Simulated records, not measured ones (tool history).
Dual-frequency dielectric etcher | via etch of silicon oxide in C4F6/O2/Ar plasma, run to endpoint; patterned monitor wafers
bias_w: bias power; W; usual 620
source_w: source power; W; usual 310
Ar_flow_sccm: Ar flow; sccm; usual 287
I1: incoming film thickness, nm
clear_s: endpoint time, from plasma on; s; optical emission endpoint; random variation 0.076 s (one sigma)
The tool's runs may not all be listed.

Run 1, hour 0.0: usual settings but bias_w 522 W; I1 71.0. Result: clear_s 16.0 s.
At hour 34.2: wet clean of the chamber.
Run 2, hour 34.7: usual settings but bias_w 522 W; I1 71.4. Result: clear_s 16.8 s.
Run 3, hour 35.0: usual settings; I1 70.6. Result: clear_s 15.5 s.
Run 4, hour 42.1: usual settings; I1 71.1. Result: clear_s 15.7 s.
Run 5, hour 59.6: usual settings; I1 71.0. Result: clear_s 15.5 s.
At hour 66.4: source power generator calibrated.
Run 6, hour 67.0: usual settings but source_w 350 W; I1 71.0. Result: clear_s 15.0 s.
Run 7, hour 76.2: usual settings but source_w 350 W; I1 70.6. Result: clear_s 14.8 s.
Run 8, hour 90.3: usual settings but source_w 350 W; I1 71.0. Result: clear_s 15.0 s.
Run 9, hour 101.6: usual settings; I1 70.7. Result: clear_s 15.5 s.
Run 10, hour 118.2: usual settings but bias_w 683 W, Ar_flow_sccm 325 sccm; I1 71.7. Result: clear_s 15.4 s.
At hour 158.1: bias power generator calibrated.
Run 11, hour 169.8: usual settings but bias_w 711 W, Ar_flow_sccm 337 sccm; I1 71.1. Result: clear_s 15.1 s.
At hour 200.0: upper electrode replaced.
Run 12, hour 200.5: usual settings but bias_w 693 W, source_w 270 W, Ar_flow_sccm 356 sccm; I1 71.1. Result: clear_s 16.2 s.
Run 13, hour 200.8: usual settings but source_w 350 W; I1 71.0. Result: clear_s 14.8 s.
Run 14, hour 208.8: usual settings but Ar_flow_sccm 326 sccm; I1 71.0. Result: clear_s 15.7 s.
Run 15, hour 249.6: usual settings; I1 71.6. Result: clear_s 15.7 s.
Run 16, hour 267.4: usual settings but source_w 240 W; I1 71.4. Result: clear_s 17.3 s.
At hour 281.4: Ar flow controller replaced.
Run 17, hour 281.9: usual settings but bias_w 507 W, Ar_flow_sccm 333 sccm; I1 71.4. Result: clear_s 17.1 s.
Run 18, hour 295.0: usual settings but Ar_flow_sccm 319 sccm; I1 71.2. Result: clear_s 15.7 s.
Run 19, hour 306.5: usual settings; I1 70.9. Result: clear_s 15.5 s.
Run 20, hour 315.6: usual settings; I1 71.7. Result: clear_s 15.5 s.
Run 21, hour 327.4: usual settings but Ar_flow_sccm 329 sccm; I1 71.9. Result: clear_s 15.9 s.
Run 22, hour 337.6: usual settings but bias_w 764 W, source_w 260 W; I1 70.4. Result: clear_s 15.2 s.
Run 23, hour 345.7: usual settings but source_w 350 W, Ar_flow_sccm 267 sccm; I1 71.3. Result: clear_s 14.6 s.
Run 24, hour 356.1: usual settings; I1 71.6. Result: clear_s 15.4 s.
Run 25, hour 368.1: usual settings but bias_w 481 W, source_w 270 W, Ar_flow_sccm 343 sccm; I1 70.9. Result: clear_s 18.1 s.
Run 26, hour 380.9: usual settings but bias_w 486 W, source_w 350 W, Ar_flow_sccm 239 sccm; I1 70.7. Result: clear_s 15.4 s.
Run 27, hour 393.9: usual settings; I1 70.4. Result: clear_s 15.1 s.
Run 28, hour 407.1: usual settings but bias_w 492 W; I1 71.2. Result: clear_s 16.6 s.
Run 29, hour 424.2: usual settings but bias_w 466 W, source_w 380 W, Ar_flow_sccm 251 sccm; I1 70.3. Result: clear_s 15.1 s.
Run 30, hour 438.9: usual settings but bias_w 716 W, source_w 380 W, Ar_flow_sccm 257 sccm; I1 71.0. Result: clear_s 13.2 s.

Forecast each of these 3 alternatives for the next run:
Run A, hour 439.3: usual settings but bias_w 761 W; I1 71.1. Result: clear_s ?.
Run B, hour 439.3: usual settings but source_w 260 W, Ar_flow_sccm 250 sccm; I1 71.1. Result: clear_s ?.
Run C, hour 439.3: usual settings but source_w 360 W; I1 71.1. Result: clear_s ?.

run  clear_s
  A     14.2
  B     16.2
  C     14.4
Without the tool's hidden state the same runs would have given:
run  clear_s
  A     14.5
  B     16.6
  C     14.7
